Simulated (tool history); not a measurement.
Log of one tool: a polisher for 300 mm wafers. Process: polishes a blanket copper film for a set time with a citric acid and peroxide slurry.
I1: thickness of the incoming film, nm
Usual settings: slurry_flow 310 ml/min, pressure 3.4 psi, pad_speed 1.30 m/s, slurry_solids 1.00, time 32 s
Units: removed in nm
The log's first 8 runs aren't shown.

At hour 493.9: head pressure recalibrated.
Run 9, hour 507.0: usual settings; I1 642.5. Result: removed 93.9 nm.
Run 10, hour 550.1: usual settings but slurry_solids 0.90; I1 621.4. Result: removed 91.3 nm.
Run 11, hour 593.2: usual settings but slurry_flow 410 ml/min; I1 627.1. Result: removed 98.1 nm.
At hour 599.1: worn pad replaced by a new one.
At hour 642.6: slurry blender recalibrated.
Run 12, hour 643.4: usual settings but pressure 3.0 psi, slurry_solids 1.25, time 25 s; I1 641.6. Result: removed 70.0 nm.
Run 13, hour 672.6: usual settings but pressure 2.3 psi, time 23 s; I1 624.4. Result: removed 57.0 nm.
Run 14, hour 721.8: usual settings but pad_speed 0.98 m/s, time 43 s; I1 629.0. Result: removed 105.0 nm.
Run 15, hour 789.5: usual settings but pad_speed 0.98 m/s, time 43 s; I1 622.2. Result: removed 102.6 nm.
Run 16, hour 853.3: usual settings but pad_speed 1.66 m/s, time 23 s; I1 622.4. Result: removed 69.0 nm.
Run 17, hour 902.2: usual settings but slurry_flow 240 ml/min, pad_speed 1.50 m/s, slurry_solids 1.20, time 40 s; I1 639.6. Result: removed 100.8 nm.
At hour 913.5: slurry nozzle cleaned.
Run 18, hour 934.8: usual settings; I1 631.7. Result: removed 103.7 nm.
At hour 986.0: slurry blender recalibrated.
At hour 995.3: worn pad replaced by a new one.
Run 19, hour 995.8: usual settings but slurry_solids 0.90; I1 630.7. Result: removed 98.5 nm.
Run 20, hour 1030.2: usual settings but slurry_flow 400 ml/min, slurry_solids 1.20, time 24 s; I1 629.0. Result: removed 81.5 nm.
At hour 1060.7: head pressure recalibrated.
Run 21, hour 1071.1: usual settings; I1 625.8. Result: removed 98.0 nm.
Run 22, hour 1100.7: usual settings; I1 619.7. Result: removed 98.7 nm.
Run 23, hour 1138.4: usual settings but slurry_flow 255 ml/min, pad_speed 1.18 m/s; I1 630.1. Result: removed 87.8 nm.
Run 24, hour 1165.9: usual settings but pressure 4.0 psi, pad_speed 1.74 m/s, slurry_solids 0.85; I1 633.1. Result: removed 113.7 nm.
Run 25, hour 1222.6: usual settings but pad_speed 0.86 m/s, time 36 s; I1 637.9. Result: removed 88.6 nm.
Run 26, hour 1266.9: usual settings but slurry_flow 245 ml/min, pad_speed 1.18 m/s, slurry_solids 1.10; I1 628.2. Result: removed 82.4 nm.
Run 27, hour 1326.2: usual settings but slurry_flow 215 ml/min, pressure 4.2 psi, pad_speed 1.04 m/s, time 35 s; I1 627.3. Result: removed 81.9 nm.
At hour 1374.1: slurry blender recalibrated.
Run 28, hour 1381.8: usual settings; I1 624.6. Result: removed 91.0 nm.
At hour 1396.8: worn pad replaced by a new one.
Run 29, hour 1417.9: usual settings but pad_speed 1.66 m/s, time 36 s; I1 628.7. Result: removed 114.4 nm.
Run 30, hour 1447.3: usual settings but slurry_flow 390 ml/min, slurry_solids 0.80; I1 633.7. Result: removed 91.8 nm.

Forecast each of these 4 alternatives for the next run:
Run A, hour 1447.7: usual settings but time 42 s; I1 630.9. Result: removed ?.
Run B, hour 1447.7: usual settings but slurry_solids 0.90, time 29 s; I1 630.9. Result: removed ?.
Run C, hour 1447.7: usual settings but slurry_flow 235 ml/min, pad_speed 1.44 m/s, slurry_solids 0.85; I1 630.9. Result: removed ?.
Run D, hour 1447.7: usual settings but pressure 4.0 psi, pad_speed 1.08 m/s, slurry_solids 1.15; I1 630.9. Result: removed ?.

run  removed
  A    119.6
  B     80.9
  C     80.1
  D     91.5
Without the tool's hidden state the same runs would have given:
run  removed
  A    137.2
  B     92.8
  C    100.1
  D    105.0
